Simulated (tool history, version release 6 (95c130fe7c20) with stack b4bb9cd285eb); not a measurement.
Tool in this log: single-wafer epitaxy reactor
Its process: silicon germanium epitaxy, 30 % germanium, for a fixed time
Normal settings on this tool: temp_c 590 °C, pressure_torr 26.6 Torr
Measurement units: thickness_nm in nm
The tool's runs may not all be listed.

run    hour  temp_c  pressure_torr  read-back reference wafer on the same gauge, thickness_nm  thickness_nm
  1     0.0     590           28.4                                                     52.206        58.761
  2   207.7     590           26.6                                                     52.216        56.773
  3   234.1     590           26.6                                                     52.214        57.022
  4   260.8     590           26.6                                                     52.236        56.749
  5   300.1     590           26.6                                                     52.258        56.732
  6   356.5     590           31.8                                                     52.228        61.373
  7   421.0     590           22.2                                                     52.225        51.832
      453.5  -- showerhead replaced, of another model than before
  8   487.9     600           26.6                                                     52.192        67.795
  9   547.4     600           26.6                                                     52.182        67.621
 10   588.0     590           26.6                                                     52.173        56.759
 11   616.7     590           26.6                                                     52.279        56.592
 12   665.2     590           26.6                                                     52.233        56.660
      697.0  -- gauge calibrated
 13   708.8     590           26.6                                                     52.225        56.307
 14   748.4     590           26.6                                                     52.238        56.504
 15   809.3     597           26.6                                                     52.155        63.747
 16   865.9     583           21.5                                                     52.195        47.455
      880.3  -- pyrometer calibrated
 17   929.1     575           20.9                                                     52.257        41.108
 18   984.6     585           26.6                                                     52.217        52.188
 19  1054.5     601           32.8                                                     52.226        73.317
 20  1083.9     585           26.6                                                     52.253        52.050
 21  1135.8     604           28.8                                                     52.174        74.047
     1186.0  -- capacitance manometer re-zeroed and calibrated
 22  1186.5     590           26.6                                                     52.249        57.145
 23  1247.4     590           29.7                                                     52.199        58.645
 24  1282.7     590           26.6                                                     52.159        57.033
 25  1333.2     590           33.0                                                     52.216        60.100
 26  1360.4     590           22.9                                                     52.227        55.069
 27  1414.3     595           21.0                                                     52.256        58.467
 28  1477.8     583           23.7                                                     52.263        48.367
 29  1535.7     598           21.6                                                     52.160        62.211
 30  1583.3     604           28.9                                                     52.201        74.124
 31  1637.4     602           21.3                                                     52.168        66.529
 32  1669.2     590           26.6                                                     52.171        56.287
 33  1723.2     577           21.9                                                     52.232        42.641
 34  1794.8     579           30.7                                                     52.224        47.616
 35  1822.5     590           26.6                                                     52.192        56.722

Results for each run, recomputed without the tool's hidden state and with each run's random variation untouched:
Hidden conditions of the tool in this case: wafer temperature above the value expected at the setpoint (K); true pressure above the setpoint (%); gauge reads high (%).
run  thickness_nm
  1        58.942
  2        57.119
  3        57.391
  4        57.138
  5        57.154
  6        61.879
  7        52.308
  8        68.469
  9        68.351
 10        57.419
 11        57.274
 12        57.383
 13        57.061
 14        57.294
 15        64.680
 16        48.212
 17        41.167
 18        52.303
 19        73.546
 20        52.241
 21        74.361
 22        57.437
 23        58.997
 24        57.405
 25        60.536
 26        55.489
 27        58.954
 28        48.826
 29        62.833
 30        74.905
 31        67.285
 32        56.970
 33        43.208
 34        48.298
 35        57.537
